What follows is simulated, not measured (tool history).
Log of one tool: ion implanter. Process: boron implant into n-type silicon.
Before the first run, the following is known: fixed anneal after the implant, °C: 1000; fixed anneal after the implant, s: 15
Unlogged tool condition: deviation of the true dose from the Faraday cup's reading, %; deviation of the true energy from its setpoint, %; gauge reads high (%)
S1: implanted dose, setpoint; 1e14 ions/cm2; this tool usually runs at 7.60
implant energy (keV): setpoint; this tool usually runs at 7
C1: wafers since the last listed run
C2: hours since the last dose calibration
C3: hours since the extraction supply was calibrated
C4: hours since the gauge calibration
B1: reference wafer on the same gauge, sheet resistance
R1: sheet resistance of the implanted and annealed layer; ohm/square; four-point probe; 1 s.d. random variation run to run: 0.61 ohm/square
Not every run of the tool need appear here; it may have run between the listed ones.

run 1 hour=0.0 | S1=7.60 implant_energy_(keV)=8 | C1=0 C2=519.4 C3=4495.3 C4=767.6 | B1=157.00 | R1=173.80
run 2 hour=52.8 | S1=7.60 implant_energy_(keV)=7 | C1=597 C2=572.2 C3=4548.1 C4=820.4 | B1=156.94 | R1=178.06
run 3 hour=88.2 | S1=7.60 implant_energy_(keV)=7 | C1=400 C2=607.6 C3=4583.5 C4=855.8 | B1=157.16 | R1=178.64
run 4 hour=120.7 | S1=7.60 implant_energy_(keV)=7 | C1=367 C2=640.1 C3=4616.0 C4=888.3 | B1=157.02 | R1=177.79
run 5 hour=146.0 | S1=8.81 implant_energy_(keV)=7 | C1=286 C2=665.4 C3=4641.3 C4=913.6 | B1=157.01 | R1=163.68
run 6 hour=208.0 | S1=8.81 implant_energy_(keV)=7 | C1=701 C2=727.4 C3=4703.3 C4=975.6 | B1=156.95 | R1=164.58
-- hour=237.9 gauge calibrated
-- hour=242.3 extraction supply calibrated
run 7 hour=242.8 | S1=9.05 implant_energy_(keV)=7 | C1=303 C2=762.2 C3=0.5 C4=4.9 | B1=156.94 | R1=159.40
-- hour=295.2 Faraday cup replaced and dose calibrated
run 8 hour=302.8 | S1=9.05 implant_energy_(keV)=7 | C1=588 C2=7.6 C3=60.5 C4=64.9 | B1=157.05 | R1=157.90
run 9 hour=355.7 | S1=6.83 implant_energy_(keV)=6 | C1=598 C2=60.5 C3=113.4 C4=117.8 | B1=157.10 | R1=193.99
run 10 hour=405.7 | S1=5.32 implant_energy_(keV)=8 | C1=565 C2=110.5 C3=163.4 C4=167.8 | B1=156.98 | R1=222.91

Estimate the outcome of run 11 from the log above:
run 11 hour=456.8 | S1=6.26 implant_energy_(keV)=5 | C1=578 C2=161.6 C3=214.5 C4=218.9 | B1=? | R1=?

B1: 156.94
R1: 218.29 ohm/square
Were there no unlogged condition in the tool, this run, its random variation unchanged, would have produced R1 214.63 ohm/square.

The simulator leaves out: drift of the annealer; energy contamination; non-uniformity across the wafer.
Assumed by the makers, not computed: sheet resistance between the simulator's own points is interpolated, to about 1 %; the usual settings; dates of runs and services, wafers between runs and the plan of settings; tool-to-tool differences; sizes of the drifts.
